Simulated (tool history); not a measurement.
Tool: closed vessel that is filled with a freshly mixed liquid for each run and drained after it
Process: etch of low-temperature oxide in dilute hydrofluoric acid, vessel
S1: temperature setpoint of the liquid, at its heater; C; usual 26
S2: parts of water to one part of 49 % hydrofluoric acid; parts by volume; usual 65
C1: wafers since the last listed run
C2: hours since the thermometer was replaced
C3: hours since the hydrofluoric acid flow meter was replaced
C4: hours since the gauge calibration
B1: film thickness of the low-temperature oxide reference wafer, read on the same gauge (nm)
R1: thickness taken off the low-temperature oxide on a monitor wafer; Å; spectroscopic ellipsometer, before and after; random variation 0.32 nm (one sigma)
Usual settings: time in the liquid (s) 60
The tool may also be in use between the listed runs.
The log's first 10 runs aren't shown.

-- hour=834.9 thermometer replaced
run 11 hour=856.1 | S1=26 S2=60 time_in_the_liquid_(s)=80 | C1=5396 C2=21.2 C3=228.6 C4=3422.2 | B1=70.02 | R1=547.7
run 12 hour=940.8 | S1=26 S2=60 time_in_the_liquid_(s)=80 | C1=7164 C2=105.9 C3=313.3 C4=3506.9 | B1=69.99 | R1=546
run 13 hour=1013.9 | S1=26 S2=65 time_in_the_liquid_(s)=60 | C1=6183 C2=179 C3=386.4 C4=3580 | B1=69.98 | R1=384.2
-- hour=1070 gauge calibrated
run 14 hour=1116.1 | S1=26 S2=90 time_in_the_liquid_(s)=60 | C1=8644 C2=281.2 C3=488.6 C4=46.1 | B1=69.99 | R1=265.4
run 15 hour=1190.7 | S1=26 S2=90 time_in_the_liquid_(s)=45 | C1=6310 C2=355.8 C3=563.2 C4=120.7 | B1=70.02 | R1=203.3
run 16 hour=1263.5 | S1=26 S2=65 time_in_the_liquid_(s)=60 | C1=6157 C2=428.6 C3=636 C4=193.5 | B1=69.98 | R1=383.7
run 17 hour=1306.5 | S1=26 S2=65 time_in_the_liquid_(s)=40 | C1=3637 C2=471.6 C3=679 C4=236.5 | B1=70 | R1=261.6
run 18 hour=1485.1 | S1=23.5 S2=95 time_in_the_liquid_(s)=90 | C1=15107 C2=650.2 C3=857.6 C4=415.1 | B1=69.95 | R1=352.6
-- hour=1513.7 thermometer replaced
run 19 hour=1524.5 | S1=26 S2=45 time_in_the_liquid_(s)=60 | C1=3248 C2=10.8 C3=897 C4=454.5 | B1=70 | R1=544.6
run 20 hour=1619.6 | S1=30.5 S2=65 time_in_the_liquid_(s)=60 | C1=8044 C2=105.9 C3=992.1 C4=549.6 | B1=70.03 | R1=447.3
run 21 hour=1714.6 | S1=26 S2=65 time_in_the_liquid_(s)=60 | C1=8035 C2=200.9 C3=1087.1 C4=644.6 | B1=70.02 | R1=375.1
run 22 hour=1765.1 | S1=23.5 S2=65 time_in_the_liquid_(s)=60 | C1=4271 C2=251.4 C3=1137.6 C4=695.1 | B1=70.02 | R1=339.8
run 23 hour=1854.6 | S1=23 S2=65 time_in_the_liquid_(s)=60 | C1=7570 C2=340.9 C3=1227.1 C4=784.6 | B1=69.98 | R1=338
run 24 hour=1905 | S1=26 S2=50 time_in_the_liquid_(s)=45 | C1=4263 C2=391.3 C3=1277.5 C4=835 | B1=69.99 | R1=385.6
run 25 hour=2010.5 | S1=26 S2=65 time_in_the_liquid_(s)=60 | C1=8923 C2=496.8 C3=1383 C4=940.5 | B1=70.01 | R1=387.5
run 26 hour=2103.5 | S1=22.5 S2=85 time_in_the_liquid_(s)=60 | C1=7866 C2=589.8 C3=1476 C4=1033.5 | B1=70.03 | R1=248
-- hour=2161 thermometer replaced
run 27 hour=2187.2 | S1=26 S2=65 time_in_the_liquid_(s)=60 | C1=6995 C2=26.2 C3=1559.7 C4=1117.2 | B1=70.05 | R1=366.1
run 28 hour=2288.2 | S1=26 S2=65 time_in_the_liquid_(s)=60 | C1=8543 C2=127.2 C3=1660.7 C4=1218.2 | B1=69.99 | R1=372.4
run 29 hour=2340.3 | S1=26 S2=65 time_in_the_liquid_(s)=85 | C1=4406 C2=179.3 C3=1712.8 C4=1270.3 | B1=69.97 | R1=529.3

The next listed run, before its measurement:
run 30 hour=2409.2 | S1=29.5 S2=75 time_in_the_liquid_(s)=60 | C1=5828 C2=248.2 C3=1781.7 C4=1339.2 | B1=? | R1=?

{"run 30": {"B1": 70.01, "R1": 367.2}}
Without the tool's hidden state the same run would have given R1 358.9 Å.
